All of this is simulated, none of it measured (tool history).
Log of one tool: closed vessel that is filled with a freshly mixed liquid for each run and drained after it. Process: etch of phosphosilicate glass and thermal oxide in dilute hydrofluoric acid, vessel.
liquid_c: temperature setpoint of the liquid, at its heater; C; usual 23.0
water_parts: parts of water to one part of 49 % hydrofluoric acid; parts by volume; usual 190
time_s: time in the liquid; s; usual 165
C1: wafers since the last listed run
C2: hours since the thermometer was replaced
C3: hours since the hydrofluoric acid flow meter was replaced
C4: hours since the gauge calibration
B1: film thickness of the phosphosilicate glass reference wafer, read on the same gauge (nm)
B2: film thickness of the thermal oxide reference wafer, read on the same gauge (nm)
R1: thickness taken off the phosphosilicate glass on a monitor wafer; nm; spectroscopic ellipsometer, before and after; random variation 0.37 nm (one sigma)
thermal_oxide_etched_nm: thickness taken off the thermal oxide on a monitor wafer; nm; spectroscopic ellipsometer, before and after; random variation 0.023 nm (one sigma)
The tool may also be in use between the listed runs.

Run 1, hour 0.0: usual settings; C1 0; C2 2092.4; C3 1353.8; C4 506.9; B1 150.00; B2 50.007. Result: R1 40.65 nm, thermal_oxide_etched_nm 4.031 nm.
Run 2, hour 56.6: usual settings; C1 5193; C2 2149.0; C3 1410.4; C4 563.5; B1 149.99; B2 50.018. Result: R1 41.80 nm, thermal_oxide_etched_nm 4.029 nm.
Run 3, hour 93.2: usual settings; C1 3358; C2 2185.6; C3 1447.0; C4 600.1; B1 150.01; B2 50.001. Result: R1 41.00 nm, thermal_oxide_etched_nm 4.028 nm.
Run 4, hour 123.0: usual settings but water_parts 210 parts by volume; C1 2734; C2 2215.4; C3 1476.8; C4 629.9; B1 150.02; B2 49.985. Result: R1 36.84 nm, thermal_oxide_etched_nm 3.535 nm.
Run 5, hour 183.7: usual settings but water_parts 210 parts by volume; C1 5569; C2 2276.1; C3 1537.5; C4 690.6; B1 150.00; B2 50.000. Result: R1 36.95 nm, thermal_oxide_etched_nm 3.571 nm.
Run 6, hour 229.8: usual settings but water_parts 210 parts by volume; C1 4230; C2 2322.2; C3 1583.6; C4 736.7; B1 150.03; B2 49.993. Result: R1 36.33 nm, thermal_oxide_etched_nm 3.567 nm.
Run 7, hour 258.7: usual settings; C1 2651; C2 2351.1; C3 1612.5; C4 765.6; B1 150.01; B2 50.020. Result: R1 41.31 nm, thermal_oxide_etched_nm 3.989 nm.
Run 8, hour 286.5: usual settings; C1 2550; C2 2378.9; C3 1640.3; C4 793.4; B1 150.02; B2 50.027. Result: R1 41.23 nm, thermal_oxide_etched_nm 3.954 nm.
Run 9, hour 342.4: usual settings but liquid_c 22.0 C; C1 5129; C2 2434.8; C3 1696.2; C4 849.3; B1 150.00; B2 49.965. Result: R1 39.65 nm, thermal_oxide_etched_nm 3.873 nm.
Run 10, hour 400.6: usual settings but time_s 215 s; C1 5340; C2 2493.0; C3 1754.4; C4 907.5; B1 150.03; B2 50.002. Result: R1 53.24 nm, thermal_oxide_etched_nm 5.203 nm.
At hour 407.9: thermometer replaced.
Run 11, hour 431.0: usual settings but time_s 215 s; C1 2697; C2 23.1; C3 1784.8; C4 937.9; B1 150.02; B2 50.038. Result: R1 54.04 nm, thermal_oxide_etched_nm 5.182 nm.
Run 12, hour 456.9: usual settings but time_s 215 s; C1 2376; C2 49.0; C3 1810.7; C4 963.8; B1 150.00; B2 49.984. Result: R1 54.20 nm, thermal_oxide_etched_nm 5.206 nm.
Run 13, hour 523.2: usual settings but water_parts 250 parts by volume, time_s 190 s; C1 6083; C2 115.3; C3 1877.0; C4 1030.1; B1 150.00; B2 49.990. Result: R1 33.96 nm, thermal_oxide_etched_nm 3.273 nm.
Run 14, hour 565.3: usual settings; C1 3863; C2 157.4; C3 1919.1; C4 1072.2; B1 149.98; B2 49.981. Result: R1 41.35 nm, thermal_oxide_etched_nm 3.997 nm.
Run 15, hour 609.9: usual settings but water_parts 155 parts by volume, time_s 245 s; C1 4092; C2 202.0; C3 1963.7; C4 1116.8; B1 149.99; B2 50.000. Result: R1 78.38 nm, thermal_oxide_etched_nm 7.565 nm.
Run 16, hour 660.4: usual settings but liquid_c 27.5 C, water_parts 140 parts by volume, time_s 140 s; C1 4633; C2 252.5; C3 2014.2; C4 1167.3; B1 150.01; B2 49.998. Result: R1 60.45 nm, thermal_oxide_etched_nm 5.796 nm.
Run 17, hour 706.7: usual settings; C1 4248; C2 298.8; C3 2060.5; C4 1213.6; B1 150.02; B2 50.005. Result: R1 41.28 nm, thermal_oxide_etched_nm 3.966 nm.
Run 18, hour 763.9: usual settings but water_parts 260 parts by volume, time_s 200 s; C1 5248; C2 356.0; C3 2117.7; C4 1270.8; B1 149.98; B2 50.019. Result: R1 33.31 nm, thermal_oxide_etched_nm 3.292 nm.
Run 19, hour 819.3: usual settings but liquid_c 26.5 C, water_parts 110 parts by volume, time_s 135 s; C1 5083; C2 411.4; C3 2173.1; C4 1326.2; B1 149.97; B2 49.959. Result: R1 72.93 nm, thermal_oxide_etched_nm 7.056 nm.
Run 20, hour 861.4: usual settings but liquid_c 19.0 C, water_parts 135 parts by volume, time_s 100 s; C1 3863; C2 453.5; C3 2215.2; C4 1368.3; B1 150.03; B2 49.985. Result: R1 31.99 nm, thermal_oxide_etched_nm 3.092 nm.
Run 21, hour 893.7: usual settings but liquid_c 27.5 C, water_parts 155 parts by volume, time_s 205 s; C1 2963; C2 485.8; C3 2247.5; C4 1400.6; B1 150.01; B2 50.020. Result: R1 76.74 nm, thermal_oxide_etched_nm 7.535 nm.
At hour 939.3: gauge calibrated.
Run 22, hour 945.8: usual settings but liquid_c 19.0 C, water_parts 145 parts by volume; C1 4780; C2 537.9; C3 2299.6; C4 6.5; B1 149.99; B2 49.996. Result: R1 48.70 nm, thermal_oxide_etched_nm 4.749 nm.
At hour 963.6: hydrofluoric acid flow meter replaced.
Run 23, hour 1134.2: usual settings but water_parts 135 parts by volume; C1 17196; C2 726.3; C3 170.6; C4 194.9; B1 150.00; B2 49.986. Result: R1 61.74 nm, thermal_oxide_etched_nm 5.979 nm.
Run 24, hour 1202.1: usual settings but time_s 110 s; C1 6230; C2 794.2; C3 238.5; C4 262.8; B1 150.01; B2 49.981. Result: R1 27.37 nm, thermal_oxide_etched_nm 2.684 nm.
Run 25, hour 1268.1: usual settings but water_parts 250 parts by volume; C1 6056; C2 860.2; C3 304.5; C4 328.8; B1 150.01; B2 49.960. Result: R1 29.79 nm, thermal_oxide_etched_nm 2.834 nm.

4 ways to go on from here, each from the tool as it stands after run 25. What would each give?
Run A, hour 1268.8: usual settings; C1 64; C2 860.9; C3 305.2; C4 329.5; B1 ?; B2 ?. Result: R1 ?, thermal_oxide_etched_nm ?.
Run B, hour 1268.8: usual settings but liquid_c 27.0 C, water_parts 115 parts by volume; C1 64; C2 860.9; C3 305.2; C4 329.5; B1 ?; B2 ?. Result: R1 ?, thermal_oxide_etched_nm ?.
Run C, hour 1268.8: usual settings but time_s 235 s; C1 64; C2 860.9; C3 305.2; C4 329.5; B1 ?; B2 ?. Result: R1 ?, thermal_oxide_etched_nm ?.
Run D, hour 1268.8: usual settings but liquid_c 26.5 C, time_s 130 s; C1 64; C2 860.9; C3 305.2; C4 329.5; B1 ?; B2 ?. Result: R1 ?, thermal_oxide_etched_nm ?.

run      B1      B2     R1  thermal_oxide_etched_nm
  A  150.03  49.982  40.93                    4.028
  B  150.03  49.982  85.86                    8.450
  C  150.03  49.982  58.29                    5.736
  D  150.03  49.982  36.69                    3.611
Without the tool's hidden state the same runs would have given:
run     R1  thermal_oxide_etched_nm
  A  40.93                    4.028
  B  85.86                    8.450
  C  58.29                    5.736
  D  36.69                    3.611

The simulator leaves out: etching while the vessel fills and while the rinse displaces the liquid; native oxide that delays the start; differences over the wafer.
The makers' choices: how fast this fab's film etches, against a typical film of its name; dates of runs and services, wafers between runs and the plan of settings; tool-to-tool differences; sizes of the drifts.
